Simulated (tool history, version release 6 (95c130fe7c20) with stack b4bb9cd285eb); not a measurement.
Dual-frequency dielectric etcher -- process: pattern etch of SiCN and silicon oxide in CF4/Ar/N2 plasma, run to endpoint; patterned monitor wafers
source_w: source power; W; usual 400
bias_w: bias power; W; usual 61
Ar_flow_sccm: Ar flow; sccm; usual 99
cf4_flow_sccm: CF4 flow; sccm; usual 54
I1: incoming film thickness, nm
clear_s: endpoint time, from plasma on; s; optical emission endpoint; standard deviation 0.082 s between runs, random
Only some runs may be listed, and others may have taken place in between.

run 1 hour=0 | source_w=320 bias_w=61 Ar_flow_sccm=99 cf4_flow_sccm=54 | I1=11.28 | clear_s=20.7
run 2 hour=26.5 | source_w=400 bias_w=61 Ar_flow_sccm=112 cf4_flow_sccm=54 | I1=11.32 | clear_s=16.7
run 3 hour=42.5 | source_w=400 bias_w=67 Ar_flow_sccm=99 cf4_flow_sccm=54 | I1=11.41 | clear_s=15.7
run 4 hour=61.5 | source_w=400 bias_w=67 Ar_flow_sccm=99 cf4_flow_sccm=54 | I1=11.42 | clear_s=15.5
run 5 hour=95.3 | source_w=400 bias_w=67 Ar_flow_sccm=99 cf4_flow_sccm=54 | I1=11.5 | clear_s=15.7
run 6 hour=110.5 | source_w=400 bias_w=52 Ar_flow_sccm=99 cf4_flow_sccm=54 | I1=11.43 | clear_s=17.5
run 7 hour=139.6 | source_w=400 bias_w=61 Ar_flow_sccm=99 cf4_flow_sccm=54 | I1=11.42 | clear_s=16.3
-- hour=181.3 source power generator calibrated
-- hour=194 wet clean of the chamber
run 8 hour=194.5 | source_w=400 bias_w=61 Ar_flow_sccm=99 cf4_flow_sccm=54 | I1=11.38 | clear_s=17.2
run 9 hour=194.8 | source_w=400 bias_w=61 Ar_flow_sccm=99 cf4_flow_sccm=54 | I1=11.42 | clear_s=17.3
-- hour=228.5 upper electrode replaced
run 10 hour=229 | source_w=400 bias_w=61 Ar_flow_sccm=99 cf4_flow_sccm=54 | I1=11.5 | clear_s=17.2
run 11 hour=231.8 | source_w=400 bias_w=67 Ar_flow_sccm=99 cf4_flow_sccm=54 | I1=11.38 | clear_s=16.3
run 12 hour=250.9 | source_w=430 bias_w=61 Ar_flow_sccm=99 cf4_flow_sccm=54 | I1=11.53 | clear_s=16
-- hour=303.8 Ar flow controller replaced
run 13 hour=304.3 | source_w=400 bias_w=52 Ar_flow_sccm=99 cf4_flow_sccm=54 | I1=11.39 | clear_s=18.3
run 14 hour=320.5 | source_w=400 bias_w=74 Ar_flow_sccm=99 cf4_flow_sccm=54 | I1=11.39 | clear_s=15.4
run 15 hour=350.9 | source_w=400 bias_w=61 Ar_flow_sccm=99 cf4_flow_sccm=54 | I1=11.42 | clear_s=17
-- hour=388.1 bias power generator calibrated
run 16 hour=388.6 | source_w=400 bias_w=61 Ar_flow_sccm=99 cf4_flow_sccm=62 | I1=11.27 | clear_s=16.2
run 17 hour=404.5 | source_w=400 bias_w=65 Ar_flow_sccm=90 cf4_flow_sccm=54 | I1=11.34 | clear_s=16.1
-- hour=442.7 CF4 flow controller replaced
run 18 hour=481.3 | source_w=400 bias_w=52 Ar_flow_sccm=99 cf4_flow_sccm=54 | I1=11.44 | clear_s=17.8
run 19 hour=515.9 | source_w=320 bias_w=69 Ar_flow_sccm=122 cf4_flow_sccm=48 | I1=11.34 | clear_s=20.7
run 20 hour=537 | source_w=340 bias_w=73 Ar_flow_sccm=123 cf4_flow_sccm=66 | I1=11.3 | clear_s=17.9
run 21 hour=569.1 | source_w=400 bias_w=66 Ar_flow_sccm=99 cf4_flow_sccm=44 | I1=11.34 | clear_s=16.2

Exercise: give the hidden state of the tool at every run:
source power that arrives over what is set, %: 0 at every run
bias power that arrives over what is set, %: 0 at every run
Ar flow that arrives over what is set, %: 0 at every run
CF4 flow that arrives over what is set, %: 0 at every run
H1: etch rate over this chamber's usual, %
run=1 H1=3.81
run=2 H1=4.11
run=3 H1=4.28
run=4 H1=4.49
run=5 H1=4.86
run=6 H1=5.03
run=7 H1=5.35
run=8 H1=-0.449
run=9 H1=-0.445
run=10 H1=-0.0682
run=11 H1=-0.0374
run=12 H1=0.173
run=13 H1=0.762
run=14 H1=0.941
run=15 H1=1.28
run=16 H1=1.69
run=17 H1=1.87
run=18 H1=2.71
run=19 H1=3.09
run=20 H1=3.33
run=21 H1=3.68
